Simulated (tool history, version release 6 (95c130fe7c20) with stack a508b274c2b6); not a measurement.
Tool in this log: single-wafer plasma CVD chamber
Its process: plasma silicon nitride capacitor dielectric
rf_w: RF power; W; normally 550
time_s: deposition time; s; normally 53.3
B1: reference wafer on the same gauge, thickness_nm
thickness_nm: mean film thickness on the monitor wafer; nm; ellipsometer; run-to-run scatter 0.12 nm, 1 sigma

Run 1, hour 0: usual settings but rf_w 470 W; B1 65.702. Result: thickness_nm 73.629 nm.
At hour 2.5: gauge calibrated.
Run 2, hour 17.9: usual settings; B1 65.718. Result: thickness_nm 77.117 nm.
Run 3, hour 30.5: usual settings; B1 65.735. Result: thickness_nm 77.356 nm.
Run 4, hour 37.6: usual settings; B1 65.718. Result: thickness_nm 77.228 nm.
Run 5, hour 45.2: usual settings; B1 65.723. Result: thickness_nm 77.336 nm.
Run 6, hour 51.7: usual settings; B1 65.714. Result: thickness_nm 77.118 nm.
Run 7, hour 61.7: usual settings but rf_w 585 W, time_s 49.8 s; B1 65.71. Result: thickness_nm 73.421 nm.
Run 8, hour 75.7: usual settings but rf_w 585 W, time_s 49.8 s; B1 65.661. Result: thickness_nm 73.449 nm.
Run 9, hour 90.1: usual settings but rf_w 585 W, time_s 49.8 s; B1 65.683. Result: thickness_nm 73.315 nm.
Run 10, hour 104.1: usual settings but rf_w 475 W, time_s 61.3 s; B1 65.663. Result: thickness_nm 84.744 nm.
Run 11, hour 115.6: usual settings but rf_w 475 W, time_s 61.3 s; B1 65.734. Result: thickness_nm 85.099 nm.
Run 12, hour 123: usual settings but rf_w 475 W, time_s 61.3 s; B1 65.716. Result: thickness_nm 84.873 nm.
Run 13, hour 139.6: usual settings; B1 65.732. Result: thickness_nm 76.991 nm.
Run 14, hour 151.1: usual settings but rf_w 600 W, time_s 55.8 s; B1 65.73. Result: thickness_nm 82.733 nm.
Run 15, hour 159.3: usual settings but rf_w 600 W, time_s 55.8 s; B1 65.713. Result: thickness_nm 82.839 nm.
Run 16, hour 165.4: usual settings but rf_w 600 W, time_s 55.8 s; B1 65.7. Result: thickness_nm 82.758 nm.
Run 17, hour 182.9: usual settings but time_s 60.4 s; B1 65.682. Result: thickness_nm 87.044 nm.
Run 18, hour 193.4: usual settings but time_s 60.4 s; B1 65.736. Result: thickness_nm 87.328 nm.
Run 19, hour 209.8: usual settings but rf_w 610 W, time_s 47.3 s; B1 65.721. Result: thickness_nm 70.529 nm.
Run 20, hour 224.7: usual settings but rf_w 630 W, time_s 44 s; B1 65.701. Result: thickness_nm 66.281 nm.
Run 21, hour 234: usual settings but rf_w 520 W; B1 65.706. Result: thickness_nm 75.833 nm.
At hour 242.2: gauge calibrated.
Run 22, hour 246.3: usual settings but time_s 46.5 s; B1 65.708. Result: thickness_nm 67.067 nm.
At hour 260: showerhead replaced.
Run 23, hour 262.9: usual settings but time_s 43.8 s; B1 65.673. Result: thickness_nm 63.34 nm.
Run 24, hour 300: usual settings; B1 65.73. Result: thickness_nm 76.979 nm.
At hour 309.8: RF generator calibrated.
Run 25, hour 317.1: usual settings but rf_w 475 W, time_s 61.3 s; B1 65.686. Result: thickness_nm 83.694 nm.
Run 26, hour 333.2: usual settings; B1 65.707. Result: thickness_nm 75.731 nm.
Run 27, hour 346.2: usual settings but rf_w 480 W, time_s 47.7 s; B1 65.678. Result: thickness_nm 65.191 nm.
Run 28, hour 363.8: usual settings but rf_w 475 W, time_s 59.6 s; B1 65.69. Result: thickness_nm 81.297 nm.
At hour 372.7: RF generator calibrated, repeated, since the last time left the tool worse.
Run 29, hour 380: usual settings; B1 65.708. Result: thickness_nm 77.932 nm.
Run 30, hour 394.8: usual settings but time_s 43.3 s; B1 65.705. Result: thickness_nm 63.418 nm.
Run 31, hour 407.1: usual settings but rf_w 635 W, time_s 45.9 s; B1 65.65. Result: thickness_nm 70.301 nm.
Run 32, hour 414.5: usual settings but rf_w 585 W, time_s 49.8 s; B1 65.687. Result: thickness_nm 74.434 nm.
Run 33, hour 426.7: usual settings but rf_w 465 W, time_s 48.5 s; B1 65.712. Result: thickness_nm 67.384 nm.
Run 34, hour 442.6: usual settings but rf_w 630 W, time_s 44 s; B1 65.69. Result: thickness_nm 67.238 nm.
Run 35, hour 449.2: usual settings but rf_w 510 W, time_s 56.2 s; B1 65.66. Result: thickness_nm 80.599 nm.
Run 36, hour 459: usual settings; B1 65.697. Result: thickness_nm 78.037 nm.

4 ways to go on from here, each from the tool as it stands after run 36. What would each give?
Run A, hour 459.4: usual settings; B1 ?. Result: thickness_nm ?.
Run B, hour 459.4: usual settings but rf_w 600 W, time_s 49.9 s; B1 ?. Result: thickness_nm ?.
Run C, hour 459.4: usual settings but rf_w 635 W, time_s 57.5 s; B1 ?. Result: thickness_nm ?.
Run D, hour 459.4: usual settings but rf_w 605 W, time_s 42.9 s; B1 ?. Result: thickness_nm ?.

run      B1  thickness_nm
  A  65.684        78.131
  B  65.684        75.084
  C  65.684        88.006
  D  65.684        64.713
Without the tool's hidden state the same runs would have given:
run  thickness_nm
  A        78.387
  B        75.331
  C        88.295
  D        64.925

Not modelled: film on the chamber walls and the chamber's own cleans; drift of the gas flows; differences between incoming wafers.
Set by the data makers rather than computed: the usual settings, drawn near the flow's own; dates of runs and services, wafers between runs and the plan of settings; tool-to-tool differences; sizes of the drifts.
